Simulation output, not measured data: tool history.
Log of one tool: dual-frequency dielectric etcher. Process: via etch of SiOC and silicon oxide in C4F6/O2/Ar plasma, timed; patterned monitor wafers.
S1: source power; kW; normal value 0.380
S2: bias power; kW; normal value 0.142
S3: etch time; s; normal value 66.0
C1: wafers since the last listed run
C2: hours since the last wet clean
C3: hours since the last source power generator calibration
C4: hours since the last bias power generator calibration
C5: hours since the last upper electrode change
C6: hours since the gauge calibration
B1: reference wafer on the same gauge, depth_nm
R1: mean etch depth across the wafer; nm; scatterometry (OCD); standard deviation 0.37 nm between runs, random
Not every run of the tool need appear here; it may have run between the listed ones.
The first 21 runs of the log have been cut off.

run 22 day=10.271 | S1=0.380 S2=0.142 S3=66.0 | C1=125 C2=29.0 C3=18.4 C4=2827.7 C5=78.0 C6=90.4 | B1=70.5 | R1=66.6
-- day=10.571 bias power generator calibrated
run 23 day=10.842 | S1=0.470 S2=0.151 S3=84.5 | C1=92 C2=42.7 C3=32.1 C4=6.5 C5=91.7 C6=104.1 | B1=70.3 | R1=94.2
run 24 day=11.546 | S1=0.350 S2=0.117 S3=72.5 | C1=160 C2=59.6 C3=49.0 C4=23.4 C5=108.6 C6=121.0 | B1=70.5 | R1=68.6
run 25 day=12.142 | S1=0.380 S2=0.127 S3=50.5 | C1=135 C2=73.9 C3=63.3 C4=37.7 C5=122.9 C6=135.3 | B1=70.4 | R1=50.1
run 26 day=12.400 | S1=0.380 S2=0.166 S3=66.0 | C1=58 C2=80.1 C3=69.5 C4=43.9 C5=129.1 C6=141.5 | B1=70.3 | R1=69.1
run 27 day=12.988 | S1=0.380 S2=0.142 S3=66.0 | C1=134 C2=94.2 C3=83.6 C4=58.0 C5=143.2 C6=155.6 | B1=70.4 | R1=66.9
run 28 day=13.738 | S1=0.380 S2=0.142 S3=49.5 | C1=171 C2=112.2 C3=101.6 C4=76.0 C5=161.2 C6=173.6 | B1=70.3 | R1=51.0
run 29 day=14.354 | S1=0.380 S2=0.142 S3=66.0 | C1=140 C2=127.0 C3=116.4 C4=90.8 C5=176.0 C6=188.4 | B1=70.3 | R1=67.6
run 30 day=14.833 | S1=0.380 S2=0.142 S3=66.0 | C1=109 C2=138.5 C3=127.9 C4=102.3 C5=187.5 C6=199.9 | B1=70.5 | R1=66.8

Forecast each of these 4 alternatives for the next run:
run A day=14.850 | S1=0.380 S2=0.142 S3=66.0 | C1=3 C2=138.9 C3=128.3 C4=102.7 C5=187.9 C6=200.3 | B1=? | R1=?
run B day=14.850 | S1=0.380 S2=0.167 S3=49.5 | C1=3 C2=138.9 C3=128.3 C4=102.7 C5=187.9 C6=200.3 | B1=? | R1=?
run C day=14.850 | S1=0.380 S2=0.107 S3=66.0 | C1=3 C2=138.9 C3=128.3 C4=102.7 C5=187.9 C6=200.3 | B1=? | R1=?
run D day=14.850 | S1=0.380 S2=0.142 S3=52.5 | C1=3 C2=138.9 C3=128.3 C4=102.7 C5=187.9 C6=200.3 | B1=? | R1=?

run=A B1=70.4 R1=68.1
run=B B1=70.4 R1=53.1
run=C B1=70.4 R1=64.1
run=D B1=70.4 R1=54.2
Without the tool's hidden state the same runs would have given:
run=A R1=67.0
run=B R1=52.2
run=C R1=63.0
run=D R1=53.3

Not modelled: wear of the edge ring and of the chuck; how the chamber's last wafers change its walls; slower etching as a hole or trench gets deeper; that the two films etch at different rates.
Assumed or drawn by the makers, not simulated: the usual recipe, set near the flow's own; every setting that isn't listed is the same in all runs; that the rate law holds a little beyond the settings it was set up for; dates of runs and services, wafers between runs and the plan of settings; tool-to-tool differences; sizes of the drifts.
